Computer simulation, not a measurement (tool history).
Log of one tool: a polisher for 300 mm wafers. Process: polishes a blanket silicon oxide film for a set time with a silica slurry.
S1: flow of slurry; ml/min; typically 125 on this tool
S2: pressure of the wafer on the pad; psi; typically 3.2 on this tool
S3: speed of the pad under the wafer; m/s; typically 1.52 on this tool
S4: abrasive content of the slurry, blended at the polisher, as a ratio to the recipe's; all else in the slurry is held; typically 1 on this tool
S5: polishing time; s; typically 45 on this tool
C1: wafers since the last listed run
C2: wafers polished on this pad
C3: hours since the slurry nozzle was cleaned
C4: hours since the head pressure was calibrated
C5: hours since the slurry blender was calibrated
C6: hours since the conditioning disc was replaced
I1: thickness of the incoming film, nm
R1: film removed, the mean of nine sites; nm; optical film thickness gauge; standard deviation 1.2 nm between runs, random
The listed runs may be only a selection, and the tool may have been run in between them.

| run | hour | S1 | S2 | S3 | S4 | S5 | C1 | C2 | C3 | C4 | C5 | C6 | I1 | R1 |
|---|---|---|---|---|---|---|---|---|---|---|---|---|---|---|
| 1 | 0 | 125 | 3.2 | 1.52 | 1 | 45 | 0 | 1353 | 832.3 | 114.1 | 86.3 | 49.7 | 1050.8 | 128.1 |
| 2 | 34.8 | 125 | 3.2 | 1.52 | 1 | 45 | 353 | 1707 | 867.1 | 148.9 | 121.1 | 84.5 | 1021.3 | 127.5 |
| 3 | 47.5 | 125 | 3.2 | 1.1 | 1 | 45 | 129 | 1836 | 879.8 | 161.6 | 133.8 | 97.2 | 1033.7 | 98.5 |
| 4 | 71.6 | 125 | 3.2 | 1.52 | 1 | 49 | 244 | 2081 | 903.9 | 185.7 | 157.9 | 121.3 | 1030.2 | 138.6 |
|  | 90.3 | worn pad replaced by a new one |
|  | 131.9 | slurry nozzle cleaned |
| 5 | 146.6 | 125 | 3.2 | 1.52 | 1 | 45 | 711 | 561 | 14.7 | 260.7 | 232.9 | 196.3 | 1027.5 | 123.9 |
| 6 | 158.8 | 155 | 2.1 | 1.52 | 0.75 | 61 | 123 | 685 | 26.9 | 272.9 | 245.1 | 208.5 | 1025.7 | 91.1 |
| 7 | 181.1 | 125 | 3.2 | 1.52 | 1 | 36 | 226 | 912 | 49.2 | 295.2 | 267.4 | 230.8 | 1031.9 | 97.5 |
| 8 | 199.9 | 125 | 2.8 | 2 | 1 | 51 | 190 | 1103 | 68 | 314 | 286.2 | 249.6 | 1041.1 | 150.2 |
|  | 219.9 | head pressure recalibrated |
| 9 | 233.6 | 125 | 3.2 | 1.52 | 1 | 45 | 322 | 1425 | 101.7 | 13.7 | 319.9 | 283.3 | 1026.4 | 132.8 |
| 10 | 258.7 | 125 | 3.2 | 1.52 | 1 | 45 | 254 | 1680 | 126.8 | 38.8 | 345 | 308.4 | 1023.5 | 130.2 |
| 11 | 276.1 | 145 | 2.7 | 1.52 | 1.25 | 30 | 176 | 1856 | 144.2 | 56.2 | 362.4 | 325.8 | 1024.5 | 86.3 |
| 12 | 288.4 | 85 | 2.4 | 1.52 | 1 | 45 | 124 | 1981 | 156.5 | 68.5 | 374.7 | 338.1 | 1020 | 87.4 |
|  | 310.2 | worn pad replaced by a new one |
| 13 | 317.4 | 125 | 3.2 | 1.52 | 1 | 45 | 253 | 73 | 185.5 | 97.5 | 403.7 | 367.1 | 1011.5 | 129.3 |
|  | 328.9 | conditioning disc replaced and pad reconditioned |
| 14 | 329.6 | 80 | 4.2 | 1.76 | 1.25 | 45 | 103 | 177 | 197.7 | 109.7 | 415.9 | 0.7 | 1035.2 | 191.1 |
| 15 | 346.5 | 125 | 3.2 | 1.52 | 0.8 | 45 | 171 | 348 | 214.6 | 126.6 | 432.8 | 17.6 | 1016.5 | 110.2 |
| 16 | 366.8 | 125 | 3.2 | 1.16 | 1 | 45 | 206 | 554 | 234.9 | 146.9 | 453.1 | 37.9 | 1022.9 | 102.8 |
|  | 389.4 | slurry blender recalibrated |
| 17 | 394.9 | 160 | 3.2 | 1.52 | 1 | 55 | 265 | 820 | 263 | 175 | 5.5 | 66 | 1027.3 | 162.7 |
| 18 | 450.5 | 125 | 2.8 | 0.98 | 1 | 37 | 564 | 1384 | 318.6 | 230.6 | 61.1 | 121.6 | 1046.3 | 62.3 |
| 19 | 480 | 125 | 4.3 | 1.52 | 1 | 45 | 299 | 1684 | 348.1 | 260.1 | 90.6 | 151.1 | 1046.3 | 166.3 |
| 20 | 493 | 125 | 3.2 | 1.52 | 1 | 45 | 132 | 1816 | 361.1 | 273.1 | 103.6 | 164.1 | 1033.1 | 123.9 |
| 21 | 526.8 | 125 | 3.2 | 1.7 | 0.85 | 45 | 343 | 2159 | 394.9 | 306.9 | 137.4 | 197.9 | 1033.2 | 117.9 |
| 22 | 542.8 | 125 | 3.2 | 1.52 | 1 | 31 | 162 | 2322 | 410.9 | 322.9 | 153.4 | 213.9 | 1023.4 | 82.6 |
|  | 559.4 | worn pad replaced by a new one |
| 23 | 559.9 | 135 | 3.6 | 1.52 | 1 | 45 | 133 | 5 | 428 | 340 | 170.5 | 231 | 1030.2 | 138 |
| 24 | 587.8 | 125 | 3.2 | 1.52 | 1 | 45 | 283 | 288 | 455.9 | 367.9 | 198.4 | 258.9 | 1022.9 | 119.1 |
|  | 597.1 | head pressure recalibrated |
| 25 | 623.5 | 150 | 3.2 | 1.7 | 1 | 40 | 342 | 630 | 491.6 | 26.4 | 234.1 | 294.6 | 1039.7 | 130.7 |

Below, each run's measurement less what the same run would have read without the hidden state. Both values contain the same run-to-run variation, but the gauge's scatter may not be the same in both:
Hidden state at play: removal rate lost through wear of the pad, %; slurry flow missing at the pad, %; deviation of the head's pressure from its setpoint, %; abrasive missing from the slurry, %; time polished since the conditioner stopped cutting, s.
| run | R1 |
|---|---|
| 1 | -4.5 |
| 2 | -5.9 |
| 3 | -5 |
| 4 | -8.1 |
| 5 | -10.2 |
| 6 | -7.9 |
| 7 | -9.1 |
| 8 | -15.1 |
| 9 | -0.8 |
| 10 | -1.8 |
| 11 | -1.6 |
| 12 | -1.9 |
| 13 | -3.9 |
| 14 | -6.6 |
| 15 | -4.3 |
| 16 | -4.7 |
| 17 | -8.9 |
| 18 | -4.6 |
| 19 | -13.6 |
| 20 | -10.8 |
| 21 | -11.6 |
| 22 | -8.5 |
| 23 | -15.1 |
| 24 | -14.3 |
| 25 | -5.2 |

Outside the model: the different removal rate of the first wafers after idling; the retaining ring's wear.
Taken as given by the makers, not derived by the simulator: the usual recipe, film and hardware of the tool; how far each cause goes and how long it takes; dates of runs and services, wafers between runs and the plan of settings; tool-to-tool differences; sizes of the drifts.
